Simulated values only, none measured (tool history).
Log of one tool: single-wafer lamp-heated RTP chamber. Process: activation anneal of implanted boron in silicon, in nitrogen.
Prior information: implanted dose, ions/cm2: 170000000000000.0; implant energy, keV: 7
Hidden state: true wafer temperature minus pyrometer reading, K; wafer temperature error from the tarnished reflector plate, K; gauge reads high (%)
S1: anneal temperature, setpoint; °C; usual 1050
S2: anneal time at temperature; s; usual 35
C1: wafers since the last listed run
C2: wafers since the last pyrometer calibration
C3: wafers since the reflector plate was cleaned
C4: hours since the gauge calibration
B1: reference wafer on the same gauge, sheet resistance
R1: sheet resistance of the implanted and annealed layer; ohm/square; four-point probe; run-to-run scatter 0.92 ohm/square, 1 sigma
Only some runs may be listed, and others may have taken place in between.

run	hour	S1	S2	C1	C2	C3	C4	B1	R1
1	0.0	1050	22	0	3952	6241	94.9	728.15	616.42
2	27.1	1050	22	255	4208	6497	122.0	727.96	617.22
3	43.0	1050	22	150	4358	6647	137.9	727.81	616.11
4	76.2	1050	35	313	4672	6961	171.1	727.05	612.14
5	110.0	1050	35	319	4991	7280	204.9	725.42	611.69
6	140.0	1050	35	283	5274	7563	234.9	724.16	610.63
7	153.5	1050	35	127	5401	7691	248.4	723.71	608.70
# hour 160.1: gauge calibrated
8	167.9	1050	35	135	5537	7826	7.8	731.15	616.89
9	184.0	1050	35	151	5689	7978	23.9	730.31	616.30
10	218.5	1020	50	325	6015	8304	58.4	730.50	615.22
11	248.7	1030	35	285	6300	8589	88.6	730.14	618.90
# hour 275.1: reflector plate cleaned
12	283.0	1071	35	248	6548	74	122.9	729.04	609.05
# hour 301.2: pyrometer window cleaned and pyrometer calibrated
13	309.2	1067	50	171	75	245	149.1	728.76	606.11
14	340.3	1050	35	293	368	539	180.2	727.86	613.38
15	420.4	1050	35	756	1125	1295	260.3	724.19	610.26
# hour 422.0: gauge calibrated
16	522.2	1050	35	961	2086	2256	100.2	729.45	614.25
17	538.4	1030	27	152	2239	2409	116.4	728.57	618.78
18	554.3	1024	21	150	2389	2559	132.3	728.74	621.96

For some of the steps in R1 from one run to the next: how much would appear even if the tool had no hidden state, given the settings, what came in and random variation, and how much remains for the hidden state plus any gauge scatter that the measured result and the result without hidden state don't share?
Run 7 -> 8: gauge calibrated. R1 +8.19 ohm/square: hidden state +6.12, all else +2.07.
Run 11 -> 12: S1 1030 -> 1071, reflector plate cleaned. R1 -9.85 ohm/square: hidden state -0.58, all else -9.27.
